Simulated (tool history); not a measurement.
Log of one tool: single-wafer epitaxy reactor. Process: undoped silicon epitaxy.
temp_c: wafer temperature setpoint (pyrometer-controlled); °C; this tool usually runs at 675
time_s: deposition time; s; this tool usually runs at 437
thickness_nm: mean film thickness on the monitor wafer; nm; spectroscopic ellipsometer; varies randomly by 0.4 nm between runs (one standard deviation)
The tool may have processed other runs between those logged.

run	hour	temp_c	time_s	read-back reference wafer on the same gauge, thickness_nm	thickness_nm
1	0	675	437	138.669	124.442
2	56.9	682	400	139.05	130.364
3	84.4	682	400	139.115	130.266
4	131.7	671	437	139.103	114.882
5	170.5	668	384	139.06	95.066
6	219.6	668	384	139.468	94.86
7	263.2	668	384	139.405	94.754
8	326.8	675	437	139.511	123.85
9	370.4	675	437	139.736	124.183
10	416.2	675	437	139.647	124.257
11	446.1	675	437	139.727	124.799
12	488.3	675	437	139.83	125.007
13	525	675	437	139.731	125.287
14	563.4	664	437	140.06	100.393
15	601.4	664	437	140.142	101.165
16	637.5	679	437	140.328	135.669
# hour 666.6: gauge calibrated
17	668.1	679	437	135.132	130.509
18	723.3	679	437	135.212	130.216
19	903.5	681	437	135.654	135.878
20	935.5	675	463	135.601	128.181
# hour 967.9: pyrometer calibrated
21	968.4	675	384	136.046	106.523
22	995.5	664	469	136.003	104.607
23	1037.5	679	437	135.829	131.503
24	1108.3	675	437	136.378	121.268
25	1134.4	675	437	136.073	121.262
26	1201.1	663	437	136.248	96.027
27	1297.8	668	405	136.475	97.857
28	1323.2	679	401	136.617	121.242
29	1362.6	675	393	136.938	109.706
30	1388.3	663	392	137.037	86.132
31	1458.9	675	437	136.693	121.609
32	1490.4	671	502	136.893	129.713
33	1555.4	675	520	137.219	145.423
34	1619.7	668	485	137.108	118.541
35	1674.3	668	402	137.298	98.524
36	1720.5	675	437	137.422	122.416

5 options for the next run, each taken on its own from the tool as it stands now. Forecast them:
A	1721	686	437	?	?
B	1721	667	387	?	?
C	1721	684	468	?	?
D	1721	662	437	?	?
E	1721	675	480	?	?

run	read-back reference wafer on the same gauge, thickness_nm	thickness_nm
A	137.598	151.122
B	137.598	92.186
C	137.598	155.718
D	137.598	94.144
E	137.598	134.003
The same runs, with their run-to-run variation unchanged, on a tool lacking any hidden condition would have given:
run	thickness_nm
A	149.469
B	91.178
C	154.015
D	93.114
E	132.537

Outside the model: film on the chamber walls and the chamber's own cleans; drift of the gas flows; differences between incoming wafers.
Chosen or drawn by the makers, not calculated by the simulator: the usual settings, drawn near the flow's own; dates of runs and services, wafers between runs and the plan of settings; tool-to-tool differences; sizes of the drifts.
